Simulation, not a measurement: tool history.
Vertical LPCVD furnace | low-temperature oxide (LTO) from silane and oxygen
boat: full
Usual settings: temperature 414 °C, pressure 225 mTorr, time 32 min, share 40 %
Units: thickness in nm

run	day	temperature	pressure	time	share	read-back reference wafer on the same gauge, thickness	thickness
1	0	414	225	32	42	390.4	358.54
2	12.162	414	225	32	42	391.04	362.52
3	16.133	421	225	32	40	389.65	370.61
4	19	414	200	32	40	391.17	312.16
5	22.275	414	200	32	40	389.94	312.59
6	26.038	414	200	32	40	389.36	310.96
7	28.038	414	225	32	40	389.62	346.53
8	29.971	414	225	41	40	390.24	444.42
9	32.862	414	195	32	40	390.89	303.81
10	35.825	414	225	32	40	390.63	349.15
11	39.929	425	225	27.5	40	390.24	337.09
12	42.225	414	225	28	40	389.44	307.02
13	43.967	414	225	28.5	33	389.63	247.13
14	48.058	414	205	32	48	389.99	382.53
15	52.508	410	225	20	42	390.23	224.3
16	56.371	414	225	32	40	389.96	355.28
17	68.583	418	205	32	35	388.86	282.3
18	71.154	422	275	32	40	390.47	455.72
19	73.862	414	225	32	40	390.3	351.78
20	75.683	421	250	22.5	47	389.81	342.33
21	79.358	407	225	23.5	40	389.39	225.41
22	83.071	414	225	32	40	389.82	336.4
23	91.904	423	225	32	33	389.45	288.47
24	95.458	411	245	42.5	34	390.23	380.47
25	99.517	420	225	32	40	389.67	357.92
26	102.321	414	225	32	47	390.01	396.22
27	104.446	403	225	32	40	389.53	298.71
28	108.917	414	225	43.5	40	390.23	456.45
29	112.958	419	175	32	40	390.54	275.08
30	114.746	414	250	32	40	389.85	372.04
31	118.762	409	225	32	40	389.78	321.19
32	121.621	414	250	27.5	35	390.3	275.78

Not shown: 4 entries that the log had between the listed runs. Between which runs, and how does the tool's hidden state differ before and after?
Between runs 9 and 10: thermocouples replaced and temperature profile calibrated (day 34.112)
  true pressure minus gauge reading, mTorr: 5.26 -> 5.66; deviation of the silane flow from its setpoint, %: 5.19 -> 5.29
  measured less the result without the state, thickness: +17.81 -> +20.07 nm
Between runs 16 and 17: silane flow controller replaced (day 60.738)
  true pressure minus gauge reading, mTorr: 8.75 -> 10.9; deviation of the silane flow from its setpoint, %: 5.93 -> 0.528
  measured less the result without the state, thickness: +26.15 -> +15.41 nm
Between runs 18 and 19: gauge calibrated (day 71.429)
  true pressure minus gauge reading, mTorr: 11.4 -> 11.9; deviation of the silane flow from its setpoint, %: 0.609 -> 0.694
  measured less the result without the state, thickness: +19.86 -> +19.21 nm
Between runs 20 and 21: pressure gauge zeroed (day 78.871)
  true pressure minus gauge reading, mTorr: 12.2 -> -0.113; deviation of the silane flow from its setpoint, %: 0.75 -> 0.865
  measured less the result without the state, thickness: +17.08 -> +1.24 nm
